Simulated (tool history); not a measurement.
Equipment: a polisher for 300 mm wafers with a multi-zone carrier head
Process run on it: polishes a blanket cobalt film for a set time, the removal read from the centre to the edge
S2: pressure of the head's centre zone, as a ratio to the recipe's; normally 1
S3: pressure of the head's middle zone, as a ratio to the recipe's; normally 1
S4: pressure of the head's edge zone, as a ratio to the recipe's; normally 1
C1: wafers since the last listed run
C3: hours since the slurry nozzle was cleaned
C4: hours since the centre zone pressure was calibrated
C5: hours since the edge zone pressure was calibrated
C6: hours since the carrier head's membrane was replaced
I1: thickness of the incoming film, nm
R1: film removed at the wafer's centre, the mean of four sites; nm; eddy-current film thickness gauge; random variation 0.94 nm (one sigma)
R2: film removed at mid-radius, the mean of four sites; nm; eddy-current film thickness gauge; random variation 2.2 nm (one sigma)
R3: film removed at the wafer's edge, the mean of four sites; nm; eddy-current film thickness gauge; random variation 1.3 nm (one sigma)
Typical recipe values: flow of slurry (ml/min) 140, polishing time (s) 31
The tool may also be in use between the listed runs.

run 1 day=0 | flow_of_slurry_(ml/min)=140 S2=1 S3=1 S4=1 polishing_time_(s)=31 | C1=0 wafers_polished_on_this_pad=641 C3=326.2 C4=679.5 C5=955 C6=686.8 | I1=1283.6 | R1=137.1 R2=144.1 R3=153
run 2 day=1.338 | flow_of_slurry_(ml/min)=140 S2=1 S3=1 S4=1 polishing_time_(s)=31 | C1=215 wafers_polished_on_this_pad=857 C3=358.3 C4=711.6 C5=987.1 C6=718.9 | I1=1271.3 | R1=135.7 R2=146.9 R3=148.7
run 3 day=1.862 | flow_of_slurry_(ml/min)=140 S2=1 S3=1 S4=1 polishing_time_(s)=31 | C1=84 wafers_polished_on_this_pad=942 C3=370.9 C4=724.2 C5=999.7 C6=731.5 | I1=1285.9 | R1=137.4 R2=146.2 R3=151.5
run 4 day=2.967 | flow_of_slurry_(ml/min)=140 S2=1 S3=1 S4=1 polishing_time_(s)=31 | C1=178 wafers_polished_on_this_pad=1120 C3=397.4 C4=750.7 C5=1026.2 C6=758 | I1=1277 | R1=135.5 R2=140.1 R3=152
run 5 day=4.158 | flow_of_slurry_(ml/min)=140 S2=1 S3=1 S4=1 polishing_time_(s)=31 | C1=192 wafers_polished_on_this_pad=1312 C3=426 C4=779.3 C5=1054.8 C6=786.6 | I1=1275.8 | R1=136.1 R2=142.9 R3=150
-- day=5.238 worn pad replaced by a new one
run 6 day=5.258 | flow_of_slurry_(ml/min)=105 S2=1 S3=1 S4=1 polishing_time_(s)=31 | C1=150 wafers_polished_on_this_pad=3 C3=452.4 C4=805.7 C5=1081.2 C6=813 | I1=1275.5 | R1=127 R2=137.6 R3=143.5
run 7 day=6.521 | flow_of_slurry_(ml/min)=105 S2=1 S3=1 S4=1 polishing_time_(s)=31 | C1=203 wafers_polished_on_this_pad=207 C3=482.7 C4=836 C5=1111.5 C6=843.3 | I1=1277.2 | R1=126 R2=138.2 R3=145.4
run 8 day=7.979 | flow_of_slurry_(ml/min)=140 S2=1 S3=1 S4=1 polishing_time_(s)=22 | C1=235 wafers_polished_on_this_pad=442 C3=517.7 C4=871 C5=1146.5 C6=878.3 | I1=1272.8 | R1=95.4 R2=100.9 R3=105.9
run 9 day=8.75 | flow_of_slurry_(ml/min)=140 S2=1 S3=1 S4=1 polishing_time_(s)=22 | C1=124 wafers_polished_on_this_pad=566 C3=536.2 C4=889.5 C5=1165 C6=896.8 | I1=1264.8 | R1=94.5 R2=99.9 R3=104.9
-- day=9.096 edge zone pressure recalibrated
-- day=9.4 slurry nozzle cleaned
run 10 day=9.504 | flow_of_slurry_(ml/min)=140 S2=1 S3=1 S4=1 polishing_time_(s)=31 | C1=101 wafers_polished_on_this_pad=668 C3=2.5 C4=907.6 C5=9.8 C6=914.9 | I1=1277.4 | R1=138.7 R2=150.7 R3=152.7
-- day=10.283 centre zone pressure recalibrated
run 11 day=10.833 | flow_of_slurry_(ml/min)=165 S2=0.89 S3=1 S4=1 polishing_time_(s)=27 | C1=201 wafers_polished_on_this_pad=869 C3=34.4 C4=13.2 C5=41.7 C6=946.8 | I1=1284.5 | R1=123.9 R2=130.2 R3=136.1
run 12 day=12.208 | flow_of_slurry_(ml/min)=140 S2=1 S3=1 S4=0.94 polishing_time_(s)=39 | C1=221 wafers_polished_on_this_pad=1091 C3=67.4 C4=46.2 C5=74.7 C6=979.8 | I1=1287.2 | R1=192.3 R2=183.4 R3=183.5
run 13 day=12.967 | flow_of_slurry_(ml/min)=140 S2=1.06 S3=1 S4=1.11 polishing_time_(s)=31 | C1=122 wafers_polished_on_this_pad=1213 C3=85.6 C4=64.4 C5=92.9 C6=998 | I1=1310.1 | R1=162.6 R2=151.2 R3=159.3
-- day=13.238 worn pad replaced by a new one
-- day=13.638 carrier head's membrane replaced by a new one
run 14 day=13.658 | flow_of_slurry_(ml/min)=140 S2=1 S3=1 S4=1 polishing_time_(s)=31 | C1=51 wafers_polished_on_this_pad=34 C3=102.2 C4=81 C5=109.5 C6=0.5 | I1=1305.1 | R1=150.4 R2=151.6 R3=153
run 15 day=14.979 | flow_of_slurry_(ml/min)=140 S2=0.92 S3=1 S4=1.03 polishing_time_(s)=41 | C1=213 wafers_polished_on_this_pad=247 C3=133.9 C4=112.7 C5=141.2 C6=32.2 | I1=1263 | R1=181.9 R2=194.8 R3=203.8
run 16 day=15.825 | flow_of_slurry_(ml/min)=170 S2=1.11 S3=1.06 S4=0.92 polishing_time_(s)=31 | C1=136 wafers_polished_on_this_pad=384 C3=154.2 C4=133 C5=161.5 C6=52.5 | I1=1279.8 | R1=171.9 R2=164 R3=152.3
run 17 day=17.058 | flow_of_slurry_(ml/min)=175 S2=0.89 S3=1 S4=0.97 polishing_time_(s)=21 | C1=199 wafers_polished_on_this_pad=583 C3=183.8 C4=162.6 C5=191.1 C6=82.1 | I1=1287.2 | R1=94.1 R2=100 R3=102.8
run 18 day=18.304 | flow_of_slurry_(ml/min)=165 S2=1 S3=1 S4=1 polishing_time_(s)=31 | C1=201 wafers_polished_on_this_pad=784 C3=213.7 C4=192.5 C5=221 C6=112 | I1=1295.5 | R1=151.2 R2=150.3 R3=154.2
run 19 day=18.921 | flow_of_slurry_(ml/min)=140 S2=1 S3=1 S4=1 polishing_time_(s)=31 | C1=99 wafers_polished_on_this_pad=883 C3=228.5 C4=207.3 C5=235.8 C6=126.8 | I1=1250.2 | R1=146.4 R2=143.2 R3=152.3

Consider 5 possible next runs. They are alternatives, not a sequence: every one starts from the tool as it was left by run 19. What does each give?
run A day=18.938 | flow_of_slurry_(ml/min)=140 S2=1 S3=1 S4=0.89 polishing_time_(s)=31 | C1=2 wafers_polished_on_this_pad=886 C3=228.9 C4=207.7 C5=236.2 C6=127.2 | I1=1265.3 | R1=? R2=? R3=?
run B day=18.938 | flow_of_slurry_(ml/min)=155 S2=1.08 S3=1 S4=0.94 polishing_time_(s)=28 | C1=2 wafers_polished_on_this_pad=886 C3=228.9 C4=207.7 C5=236.2 C6=127.2 | I1=1265.3 | R1=? R2=? R3=?
run C day=18.938 | flow_of_slurry_(ml/min)=165 S2=1.1 S3=0.92 S4=1 polishing_time_(s)=31 | C1=2 wafers_polished_on_this_pad=886 C3=228.9 C4=207.7 C5=236.2 C6=127.2 | I1=1265.3 | R1=? R2=? R3=?
run D day=18.938 | flow_of_slurry_(ml/min)=140 S2=1 S3=1.07 S4=0.89 polishing_time_(s)=31 | C1=2 wafers_polished_on_this_pad=886 C3=228.9 C4=207.7 C5=236.2 C6=127.2 | I1=1265.3 | R1=? R2=? R3=?
run E day=18.938 | flow_of_slurry_(ml/min)=140 S2=1 S3=1 S4=1 polishing_time_(s)=25 | C1=2 wafers_polished_on_this_pad=886 C3=228.9 C4=207.7 C5=236.2 C6=127.2 | I1=1265.3 | R1=? R2=? R3=?

run=A R1=145.5 R2=150.5 R3=144.6
run=B R1=144.7 R2=138.1 R3=135.5
run=C R1=164.9 R2=143.9 R3=155.8
run=D R1=145.6 R2=159.3 R3=144.5
run=E R1=117.3 R2=121.3 R3=123.2
With the hidden condition removed and each run's random variation left untouched, the same runs would have given:
run=A R1=153.2 R2=152.4 R3=146
run=B R1=152.1 R2=139.7 R3=136.7
run=C R1=173.2 R2=145.5 R3=157.1
run=D R1=153.3 R2=161.4 R3=145.9
run=E R1=123.6 R2=122.9 R3=124.4

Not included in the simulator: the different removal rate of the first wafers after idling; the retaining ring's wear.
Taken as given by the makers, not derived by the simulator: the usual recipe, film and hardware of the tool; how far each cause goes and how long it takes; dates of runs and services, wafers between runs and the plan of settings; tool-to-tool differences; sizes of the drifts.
